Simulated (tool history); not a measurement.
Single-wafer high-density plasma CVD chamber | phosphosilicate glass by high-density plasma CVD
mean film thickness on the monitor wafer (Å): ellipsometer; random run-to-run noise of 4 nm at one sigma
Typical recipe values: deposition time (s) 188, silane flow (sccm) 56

run,hour,deposition time (s),silane flow (sccm),"read-back reference wafer on the same gauge, thickness_nm",mean film thickness on the monitor wafer (Å)
1,0,188,56,1009.604,11197.56
2,210.9,188,56,1010.043,11265.92
3,258.8,188,62,1010.077,12440.79
4,468.4,200,56,1010.877,11966.22
5,515.6,200,56,1009.857,12053.3
6,589.4,200,56,1010.273,12012.45
# hour 607.3: gauge calibrated
7,653.5,188,56,1011.147,11254.34
8,721,188,56,1010.522,11307.59
9,784.3,176,56,1010.997,10538.63
10,841.5,188,56,1009.824,11354.66
# hour 872.4: silane flow controller replaced
11,905.9,188,56,1009.819,10682.1
12,949.9,221,66,1010.213,14889.97
13,979.7,209,52,1009.725,11050.34
14,1004.4,205,51,1010.612,10610.71
15,1053.6,200,56,1009.821,11390.67
16,1084.5,157,62,1011.029,9878.26
17,1149.3,153,64,1009.494,9995.52
18,1192.3,200,56,1009.938,11529.35
19,1236.1,204,52,1010.769,10850.69
20,1296.2,169,45,1010.375,7826.35
21,1360.2,216,56,1010.308,12403.75
22,1423.7,166,49,1010.159,8279.94

Here are 4 independent what-if runs from the current tool condition. What would each one return?
A,1424.2,188,67,?,?
B,1424.2,224,52,?,?
C,1424.2,167,65,?,?
D,1424.2,152,65,?,?

run,"read-back reference wafer on the same gauge, thickness_nm",mean film thickness on the monitor wafer (Å)
A,1009.089,12958.33
B,1009.089,11983.06
C,1009.089,11167.25
D,1009.089,10164.2
Had the tool no hidden state, the same runs would have come out as:
run,mean film thickness on the monitor wafer (Å)
A,12819.75
B,11854.91
C,11047.83
D,10055.51

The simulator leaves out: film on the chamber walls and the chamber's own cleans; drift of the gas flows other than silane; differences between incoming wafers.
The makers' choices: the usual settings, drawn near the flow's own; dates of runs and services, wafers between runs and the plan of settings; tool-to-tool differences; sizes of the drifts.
